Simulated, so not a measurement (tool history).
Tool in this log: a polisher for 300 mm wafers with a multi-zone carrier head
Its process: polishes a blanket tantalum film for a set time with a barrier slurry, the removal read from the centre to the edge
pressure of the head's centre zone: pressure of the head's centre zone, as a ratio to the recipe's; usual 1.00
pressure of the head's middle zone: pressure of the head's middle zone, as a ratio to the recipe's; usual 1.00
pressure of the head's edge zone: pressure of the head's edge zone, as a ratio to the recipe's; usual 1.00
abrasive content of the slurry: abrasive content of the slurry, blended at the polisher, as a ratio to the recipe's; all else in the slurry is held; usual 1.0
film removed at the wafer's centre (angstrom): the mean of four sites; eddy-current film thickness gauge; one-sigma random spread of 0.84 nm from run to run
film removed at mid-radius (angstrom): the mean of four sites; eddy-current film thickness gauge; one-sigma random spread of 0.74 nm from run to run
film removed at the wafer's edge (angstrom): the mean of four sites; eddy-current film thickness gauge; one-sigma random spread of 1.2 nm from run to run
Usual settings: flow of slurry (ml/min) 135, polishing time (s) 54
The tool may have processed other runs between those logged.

| run | hour | flow of slurry (ml/min) | pressure of the head's centre zone | pressure of the head's middle zone | pressure of the head's edge zone | abrasive content of the slurry | polishing time (s) | incoming thickness of the incoming film, nm | film removed at the wafer's centre (angstrom) | film removed at mid-radius (angstrom) | film removed at the wafer's edge (angstrom) |
|---|---|---|---|---|---|---|---|---|---|---|---|
| 1 | 0.0 | 135 | 1.00 | 1.00 | 1.00 | 1.0 | 54 | 352.7 | 944 | 899 | 928 |
| 2 | 12.4 | 155 | 1.00 | 1.00 | 1.00 | 1.0 | 64 | 366.5 | 1132 | 1102 | 1132 |
| 3 | 25.9 | 155 | 1.00 | 1.00 | 1.00 | 1.0 | 64 | 361.8 | 1147 | 1098 | 1126 |
| 4 | 43.0 | 135 | 1.08 | 1.00 | 1.00 | 1.0 | 54 | 364.2 | 996 | 900 | 903 |
| 5 | 53.8 | 135 | 1.08 | 1.00 | 1.00 | 1.0 | 54 | 366.7 | 1016 | 909 | 948 |
| 6 | 63.0 | 135 | 1.08 | 1.00 | 1.00 | 1.0 | 54 | 360.1 | 993 | 902 | 932 |
| 7 | 85.1 | 135 | 1.00 | 1.00 | 1.00 | 1.0 | 54 | 354.1 | 919 | 912 | 948 |
| 8 | 118.7 | 135 | 1.00 | 1.00 | 1.00 | 1.0 | 70 | 363.0 | 1201 | 1166 | 1217 |
| 9 | 122.6 | 90 | 1.00 | 1.00 | 1.00 | 1.0 | 54 | 357.3 | 816 | 799 | 851 |
| 10 | 132.4 | 135 | 1.00 | 1.00 | 1.00 | 1.0 | 70 | 355.4 | 1198 | 1189 | 1188 |
| 11 | 148.8 | 95 | 0.89 | 1.00 | 1.00 | 1.0 | 54 | 359.1 | 733 | 809 | 876 |
| 12 | 160.6 | 135 | 1.03 | 1.00 | 1.00 | 1.1 | 54 | 358.2 | 980 | 917 | 942 |
| 13 | 178.5 | 135 | 0.93 | 1.00 | 0.95 | 1.0 | 54 | 356.2 | 852 | 901 | 916 |
| 14 | 190.3 | 135 | 1.00 | 1.00 | 1.00 | 1.0 | 54 | 353.2 | 928 | 900 | 915 |
| 15 | 204.5 | 135 | 1.00 | 1.00 | 1.00 | 1.0 | 54 | 359.7 | 925 | 893 | 918 |
| 16 | 210.7 | 170 | 1.00 | 1.00 | 0.95 | 0.9 | 54 | 360.3 | 942 | 915 | 891 |
| 17 | 227.6 | 135 | 1.03 | 0.90 | 1.00 | 1.0 | 54 | 365.3 | 941 | 829 | 906 |
| 18 | 237.3 | 135 | 1.05 | 1.06 | 1.00 | 0.8 | 37 | 368.1 | 623 | 603 | 597 |
| 19 | 247.2 | 135 | 1.00 | 1.00 | 1.00 | 1.0 | 54 | 362.2 | 916 | 902 | 932 |
| 20 | 263.2 | 135 | 1.00 | 1.00 | 1.00 | 1.0 | 54 | 364.4 | 920 | 902 | 930 |
| 21 | 277.1 | 135 | 1.03 | 1.00 | 1.05 | 1.0 | 65 | 365.5 | 1163 | 1087 | 1137 |
| 22 | 287.7 | 135 | 1.00 | 1.00 | 1.00 | 1.0 | 39 | 360.1 | 664 | 649 | 659 |
| 23 | 294.9 | 135 | 1.00 | 1.00 | 0.92 | 1.0 | 54 | 359.1 | 911 | 899 | 896 |

Not shown here: 6 entries made in the log between runs. Locate each between two listed runs and compare the hidden state at the listed run before it with the hidden state at the listed run after it:
Logged between run 5 and run 6: slurry nozzle cleaned (hour 59.8)
  both runs share identical hidden conditions
Logged between run 6 and run 7: carrier head's membrane replaced by a new one (hour 84.6)
  both runs share identical hidden conditions
Logged between run 7 and run 8: worn pad replaced by a new one (hour 106.8); edge zone pressure recalibrated (hour 118.2)
  both runs share identical hidden conditions
Logged between run 13 and run 14: centre zone pressure recalibrated (hour 187.6)
  both runs share identical hidden conditions
Logged between run 14 and run 15: worn pad replaced by a new one (hour 203.9)
  both runs share identical hidden conditions

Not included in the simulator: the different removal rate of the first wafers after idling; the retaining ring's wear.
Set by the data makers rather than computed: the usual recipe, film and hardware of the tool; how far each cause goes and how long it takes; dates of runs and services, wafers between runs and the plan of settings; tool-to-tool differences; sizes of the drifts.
